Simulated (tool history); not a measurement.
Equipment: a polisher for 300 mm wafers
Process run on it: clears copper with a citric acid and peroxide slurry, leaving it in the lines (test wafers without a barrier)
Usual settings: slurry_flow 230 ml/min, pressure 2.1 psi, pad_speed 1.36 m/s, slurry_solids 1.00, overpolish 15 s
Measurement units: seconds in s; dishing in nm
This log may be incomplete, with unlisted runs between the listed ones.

run   hour  slurry_flow  pressure  pad_speed  slurry_solids  overpolish  wafers since the last listed run  wafers polished on this pad  hours since the slurry nozzle was cleaned  hours since the head pressure was calibrated  hours since the slurry blender was calibrated  incoming thickness of the incoming film, nm  seconds  dishing
  1    0.0          230       2.1       1.36           1.00          15                                 0                          786                                      548.2                                        1314.3                                          259.4                                        151.6     68.8     25.8
  2   12.0          230       2.1       1.36           1.00          15                               132                          919                                      560.2                                        1326.3                                          271.4                                        148.8     66.7     25.7
  3   20.2          230       2.1       1.36           1.00          15                                90                         1009                                      568.4                                        1334.5                                          279.6                                        149.2     66.6     25.2
  4   28.6          230       2.1       1.36           1.00          15                                92                         1102                                      576.8                                        1342.9                                          288.0                                        152.2     68.8     25.5
  5   36.4          230       2.1       1.36           1.00          15                                85                         1188                                      584.6                                        1350.7                                          295.8                                        152.1     67.6     25.6
  6   49.5          230       2.1       1.36           1.00          15                               144                         1332                                      597.7                                        1363.8                                          308.9                                        148.2     66.1     25.0
  7   63.8          230       2.1       1.36           1.00          15                               157                         1490                                      612.0                                        1378.1                                          323.2                                        148.9     67.8     25.4
      81.2  -- worn pad replaced by a new one
  8   81.7          230       2.1       1.36           1.00          15                               153                            5                                      629.9                                        1396.0                                          341.1                                        152.8     70.0     25.4
  9   83.7          230       2.1       1.36           1.00          15                                22                           27                                      631.9                                        1398.0                                          343.1                                        151.6     69.0     25.3
 10   90.9          230       2.0       1.36           1.00          15                                79                          107                                      639.1                                        1405.2                                          350.3                                        150.1     71.2     24.6
      94.6  -- head pressure recalibrated
      94.8  -- slurry blender recalibrated
 11   99.9          230       2.1       1.36           1.00          15                                75                          182                                      648.1                                           5.3                                            5.1                                        149.2     64.8     25.8
 12  112.0          230       2.1       1.36           1.00          15                               133                          316                                      660.2                                          17.4                                           17.2                                        149.3     66.3     25.9
 13  123.1          230       2.1       1.36           1.00          15                               122                          438                                      671.3                                          28.5                                           28.3                                        149.9     65.7     26.2
 14  139.3          230       2.1       1.36           1.00          15                               178                          616                                      687.5                                          44.7                                           44.5                                        150.2     67.1     26.6
 15  146.2          230       2.1       1.36           1.10          15                                76                          692                                      694.4                                          51.6                                           51.4                                        149.8     65.6     26.1
     153.9  -- slurry nozzle cleaned
 16  157.5          285       1.9       1.36           1.00           8                               113                          806                                        3.6                                          62.9                                           62.7                                        150.5     69.2     14.2
 17  164.5          305       1.5       1.80           1.00          12                                77                          883                                       10.6                                          69.9                                           69.7                                        149.7     62.3     22.2
 18  172.6          230       2.1       1.74           1.15          15                                89                          972                                       18.7                                          78.0                                           77.8                                        149.8     52.1     32.7
 19  189.2          230       2.1       1.36           1.00          18                               182                         1155                                       35.3                                          94.6                                           94.4                                        151.9     66.9     30.3
     196.7  -- worn pad replaced by a new one
 20  204.5          230       2.1       1.36           1.00          15                               124                           86                                       50.6                                         109.9                                          109.7                                        151.8     65.8     25.6
 21  211.7          310       2.1       1.36           1.00          20                                79                          165                                       57.8                                         117.1                                          116.9                                        147.1     63.8     33.0
 22  225.3          195       2.1       1.36           1.00          15                               149                          315                                       71.4                                         130.7                                          130.5                                        148.7     67.2     24.8
 23  239.8          190       2.1       1.52           0.70          23                               159                          475                                       85.9                                         145.2                                          145.0                                        152.8     68.1     36.9
 24  246.6          230       2.1       1.36           1.00          15                                74                          550                                       92.7                                         152.0                                          151.8                                        151.8     67.9     25.5
 25  258.2          170       2.1       1.36           1.00          15                               127                          678                                      104.3                                         163.6                                          163.4                                        152.0     71.7     24.4
 26  271.5          170       2.1       1.52           0.75           7                               146                          824                                      117.6                                         176.9                                          176.7                                        150.4     66.7     12.5
 27  279.3          230       2.1       1.36           1.00          15                                85                          910                                      125.4                                         184.7                                          184.5                                        152.6     67.0     26.1
 28  291.7          230       2.1       1.36           1.00          21                               136                         1047                                      137.8                                         197.1                                          196.9                                        148.3     66.6     33.6
 29  297.8          230       2.1       1.36           1.00          15                                67                         1114                                      143.9                                         203.2                                          203.0                                        150.8     68.3     25.2

Table of differences, measured result less the result of that run with no hidden state. Run-to-run variation is the same in both. Gauge scatter possibly is not:
The tool's hidden condition here consists of: removal rate lost through wear of the pad, %; slurry flow missing at the pad, %; deviation of the head's pressure from its setpoint, %; abrasive missing from the slurry, %.
run  seconds  dishing
  1     +2.6     -0.9
  2     +2.6     -1.0
  3     +2.7     -0.9
  4     +2.8     -1.0
  5     +2.9     -1.0
  6     +2.9     -1.0
  7     +3.2     -1.1
  8     +3.5     -1.2
  9     +3.4     -1.1
 10     +3.6     -1.2
 11     +0.8     -0.3
 12     +0.9     -0.3
 13     +1.0     -0.4
 14     +1.1     -0.4
 15     +1.2     -0.5
 16     +1.4     -0.2
 17     +1.3     -0.4
 18     +1.1     -0.6
 19     +1.6     -0.6
 20     +1.7     -0.6
 21     +1.7     -0.8
 22     +1.9     -0.7
 23     +2.1     -0.9
 24     +2.2     -0.7
 25     +2.4     -0.7
 26     +2.3     -0.5
 27     +2.4     -0.9
 28     +2.6     -1.0
 29     +2.7     -0.9
